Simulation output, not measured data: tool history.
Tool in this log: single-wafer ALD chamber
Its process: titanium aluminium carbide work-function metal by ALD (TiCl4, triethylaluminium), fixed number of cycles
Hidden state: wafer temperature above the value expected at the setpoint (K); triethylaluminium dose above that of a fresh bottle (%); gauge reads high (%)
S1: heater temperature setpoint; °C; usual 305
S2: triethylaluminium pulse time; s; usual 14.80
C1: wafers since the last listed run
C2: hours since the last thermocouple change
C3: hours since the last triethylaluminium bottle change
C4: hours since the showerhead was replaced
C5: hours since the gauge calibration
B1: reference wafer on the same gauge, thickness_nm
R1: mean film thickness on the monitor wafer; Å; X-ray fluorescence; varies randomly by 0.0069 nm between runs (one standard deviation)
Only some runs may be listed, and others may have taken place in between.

run	day	S1	S2	C1	C2	C3	C4	C5	B1	R1
1	0.000	295	14.80	0	1630.6	198.6	3090.6	292.4	2.228	22.66
2	1.308	295	14.80	300	1662.0	230.0	3122.0	323.8	2.225	22.62
3	2.629	316	10.10	303	1693.7	261.7	3153.7	355.5	2.233	24.20
4	4.004	305	16.46	315	1726.7	294.7	3186.7	388.5	2.236	23.93
5	4.754	305	16.46	172	1744.7	312.7	3204.7	406.5	2.240	23.89
6	6.033	305	16.46	293	1775.4	343.4	3235.4	437.2	2.242	24.06
7	7.288	305	16.92	287	1805.5	373.5	3265.5	467.3	2.247	24.07
8	8.317	305	16.92	236	1830.2	398.2	3290.2	492.0	2.247	24.16
9	9.521	305	14.80	276	1859.1	427.1	3319.1	520.9	2.259	24.08
10	10.229	305	14.80	162	1876.1	444.1	3336.1	537.9	2.259	24.08
11	10.771	305	14.80	124	1889.1	457.1	3349.1	550.9	2.259	24.07
12	11.358	312	14.80	134	1903.2	471.2	3363.2	565.0	2.260	24.82
13	12.108	312	14.80	172	1921.2	489.2	3381.2	583.0	2.265	25.01
# day 13.154: showerhead replaced
14	13.212	312	14.80	176	1947.7	515.7	1.4	609.5	2.269	24.92
# day 13.754: gauge calibrated
15	13.875	305	14.80	152	1963.6	531.6	17.3	2.9	2.226	23.92
16	15.338	314	18.77	335	1998.7	566.7	52.4	38.0	2.230	24.88
17	16.571	305	20.12	283	2028.3	596.3	82.0	67.6	2.226	23.82
18	17.546	305	14.80	223	2051.7	619.7	105.4	91.0	2.228	23.73
19	18.171	294	14.80	143	2066.7	634.7	120.4	106.0	2.229	22.45
20	19.271	305	14.80	252	2093.1	661.1	146.8	132.4	2.227	23.74
# day 19.950: thermocouple changed; heater temperature recalibrated
21	20.004	312	14.80	91	1.3	678.7	164.4	150.0	2.231	24.69
22	21.054	318	11.73	240	26.5	703.9	189.6	175.2	2.231	24.97
# day 21.575: triethylaluminium bottle replaced
23	22.338	318	14.80	218	57.3	18.3	220.4	206.0	2.236	25.26
24	23.554	314	11.46	279	86.5	47.5	249.6	235.2	2.236	24.39
25	24.679	305	14.80	258	113.5	74.5	276.6	262.2	2.238	23.87
26	26.092	313	14.80	324	147.4	108.4	310.5	296.1	2.242	24.78
27	27.112	313	12.04	234	171.9	132.9	335.0	320.6	2.240	24.52
28	27.908	305	14.80	182	191.0	152.0	354.1	339.7	2.245	23.86
29	28.792	314	11.32	202	212.2	173.2	375.3	360.9	2.248	24.60
30	29.525	298	17.44	168	229.8	190.8	392.9	378.5	2.253	23.36
31	30.892	305	14.80	313	262.6	223.6	425.7	411.3	2.254	24.05

Branching from run 31: 4 alternative next runs. What would each branch give?
A	30.908	305	14.80	3	263.0	224.0	426.1	411.7	?	?
B	30.908	297	18.42	3	263.0	224.0	426.1	411.7	?	?
C	30.908	297	14.80	3	263.0	224.0	426.1	411.7	?	?
D	30.908	315	14.80	3	263.0	224.0	426.1	411.7	?	?

run	B1	R1
A	2.251	24.04
B	2.251	23.21
C	2.251	23.10
D	2.251	25.21
The same runs, with their run-to-run variation unchanged, on a tool lacking any hidden condition would have given:
run	R1
A	23.69
B	22.88
C	22.77
D	24.85
